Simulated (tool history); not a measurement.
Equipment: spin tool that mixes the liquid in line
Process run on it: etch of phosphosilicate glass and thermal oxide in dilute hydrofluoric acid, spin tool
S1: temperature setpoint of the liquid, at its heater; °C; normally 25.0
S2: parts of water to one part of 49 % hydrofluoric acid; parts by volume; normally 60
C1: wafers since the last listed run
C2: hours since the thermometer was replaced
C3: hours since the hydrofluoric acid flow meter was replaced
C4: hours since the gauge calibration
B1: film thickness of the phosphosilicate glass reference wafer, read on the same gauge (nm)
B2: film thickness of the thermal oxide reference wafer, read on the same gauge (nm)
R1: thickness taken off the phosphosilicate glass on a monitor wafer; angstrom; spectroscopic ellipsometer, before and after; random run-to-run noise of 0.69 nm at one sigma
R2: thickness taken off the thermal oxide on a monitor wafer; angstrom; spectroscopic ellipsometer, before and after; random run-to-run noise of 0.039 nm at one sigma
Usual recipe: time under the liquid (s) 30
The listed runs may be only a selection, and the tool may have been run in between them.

{"run": 1, "hour": 0.0, "S1": 25.0, "S2": 60, "time under the liquid (s)": 30, "C1": 0, "C2": 1975.5, "C3": 1094.5, "C4": 479.1, "B1": 110.0, "B2": 29.992, "R1": 1243.8, "R2": 28.91}
{"run": 2, "hour": 42.7, "S1": 25.0, "S2": 60, "time under the liquid (s)": 30, "C1": 702, "C2": 2018.2, "C3": 1137.2, "C4": 521.8, "B1": 109.99, "B2": 29.969, "R1": 1247.0, "R2": 28.98}
{"run": 3, "hour": 110.2, "S1": 25.0, "S2": 60, "time under the liquid (s)": 30, "C1": 1109, "C2": 2085.7, "C3": 1204.7, "C4": 589.3, "B1": 110.02, "B2": 29.999, "R1": 1244.7, "R2": 28.45}
{"run": 4, "hour": 167.7, "S1": 25.0, "S2": 60, "time under the liquid (s)": 30, "C1": 945, "C2": 2143.2, "C3": 1262.2, "C4": 646.8, "B1": 110.0, "B2": 30.031, "R1": 1247.9, "R2": 28.9}
{"run": 5, "hour": 205.2, "S1": 25.0, "S2": 60, "time under the liquid (s)": 30, "C1": 616, "C2": 2180.7, "C3": 1299.7, "C4": 684.3, "B1": 109.98, "B2": 29.992, "R1": 1243.6, "R2": 29.09}
{"hour": 279.1, "done": "thermometer replaced"}
{"run": 6, "hour": 295.4, "S1": 25.0, "S2": 60, "time under the liquid (s)": 30, "C1": 1466, "C2": 16.3, "C3": 1389.9, "C4": 774.5, "B1": 110.01, "B2": 29.994, "R1": 1158.9, "R2": 26.86}
{"hour": 307.4, "done": "gauge calibrated"}
{"run": 7, "hour": 329.7, "S1": 25.0, "S2": 60, "time under the liquid (s)": 30, "C1": 563, "C2": 50.6, "C3": 1424.2, "C4": 22.3, "B1": 109.98, "B2": 30.001, "R1": 1149.3, "R2": 27.25}
{"run": 8, "hour": 388.8, "S1": 25.0, "S2": 60, "time under the liquid (s)": 30, "C1": 971, "C2": 109.7, "C3": 1483.3, "C4": 81.4, "B1": 109.99, "B2": 30.022, "R1": 1152.8, "R2": 26.74}
{"run": 9, "hour": 421.2, "S1": 25.0, "S2": 60, "time under the liquid (s)": 30, "C1": 532, "C2": 142.1, "C3": 1515.7, "C4": 113.8, "B1": 110.0, "B2": 30.0, "R1": 1156.9, "R2": 27.13}
{"run": 10, "hour": 463.1, "S1": 25.0, "S2": 60, "time under the liquid (s)": 30, "C1": 688, "C2": 184.0, "C3": 1557.6, "C4": 155.7, "B1": 110.01, "B2": 29.986, "R1": 1157.2, "R2": 27.0}
{"run": 11, "hour": 487.3, "S1": 25.0, "S2": 60, "time under the liquid (s)": 30, "C1": 397, "C2": 208.2, "C3": 1581.8, "C4": 179.9, "B1": 109.98, "B2": 29.985, "R1": 1170.2, "R2": 26.54}
{"run": 12, "hour": 544.2, "S1": 22.5, "S2": 50, "time under the liquid (s)": 30, "C1": 935, "C2": 265.1, "C3": 1638.7, "C4": 236.8, "B1": 110.01, "B2": 29.961, "R1": 1283.7, "R2": 30.12}
{"hour": 575.6, "done": "hydrofluoric acid flow meter replaced"}
{"run": 13, "hour": 598.7, "S1": 25.0, "S2": 85, "time under the liquid (s)": 45, "C1": 879, "C2": 319.6, "C3": 23.1, "C4": 291.3, "B1": 110.0, "B2": 29.999, "R1": 1200.7, "R2": 28.66}
{"run": 14, "hour": 638.3, "S1": 25.0, "S2": 60, "time under the liquid (s)": 15, "C1": 651, "C2": 359.2, "C3": 62.7, "C4": 330.9, "B1": 110.01, "B2": 29.998, "R1": 588.4, "R2": 13.47}
{"run": 15, "hour": 693.7, "S1": 25.0, "S2": 60, "time under the liquid (s)": 30, "C1": 910, "C2": 414.6, "C3": 118.1, "C4": 386.3, "B1": 109.99, "B2": 29.998, "R1": 1176.5, "R2": 27.3}
{"run": 16, "hour": 737.5, "S1": 28.0, "S2": 45, "time under the liquid (s)": 25, "C1": 720, "C2": 458.4, "C3": 161.9, "C4": 430.1, "B1": 110.03, "B2": 29.988, "R1": 1491.6, "R2": 35.25}
{"run": 17, "hour": 774.5, "S1": 25.0, "S2": 35, "time under the liquid (s)": 40, "C1": 608, "C2": 495.4, "C3": 198.9, "C4": 467.1, "B1": 110.0, "B2": 29.989, "R1": 2794.3, "R2": 66.51}
{"run": 18, "hour": 838.3, "S1": 25.0, "S2": 80, "time under the liquid (s)": 30, "C1": 1049, "C2": 559.2, "C3": 262.7, "C4": 530.9, "B1": 110.03, "B2": 29.999, "R1": 866.0, "R2": 20.13}
{"run": 19, "hour": 891.7, "S1": 21.5, "S2": 50, "time under the liquid (s)": 30, "C1": 878, "C2": 612.6, "C3": 316.1, "C4": 584.3, "B1": 109.98, "B2": 30.003, "R1": 1247.9, "R2": 29.63}

Here are 3 independent what-if runs from the current tool condition. What would each one return?
{"run": "A", "hour": 892.1, "S1": 25.0, "S2": 45, "time under the liquid (s)": 30, "C1": 6, "C2": 613.0, "C3": 316.5, "C4": 584.7, "B1": "?", "B2": "?", "R1": "?", "R2": "?"}
{"run": "B", "hour": 892.1, "S1": 25.0, "S2": 60, "time under the liquid (s)": 20, "C1": 6, "C2": 613.0, "C3": 316.5, "C4": 584.7, "B1": "?", "B2": "?", "R1": "?", "R2": "?"}
{"run": "C", "hour": 892.1, "S1": 21.5, "S2": 45, "time under the liquid (s)": 15, "C1": 6, "C2": 613.0, "C3": 316.5, "C4": 584.7, "B1": "?", "B2": "?", "R1": "?", "R2": "?"}

run=A B1=110.01 B2=30.013 R1=1623.6 R2=37.90
run=B B1=110.01 B2=30.013 R1=795.1 R2=18.56
run=C B1=110.01 B2=30.013 R1=702.6 R2=16.40
What these runs would have given with no unlogged condition in the tool:
run=A R1=1568.8 R2=36.62
run=B R1=768.6 R2=17.94
run=C R1=678.2 R2=15.83

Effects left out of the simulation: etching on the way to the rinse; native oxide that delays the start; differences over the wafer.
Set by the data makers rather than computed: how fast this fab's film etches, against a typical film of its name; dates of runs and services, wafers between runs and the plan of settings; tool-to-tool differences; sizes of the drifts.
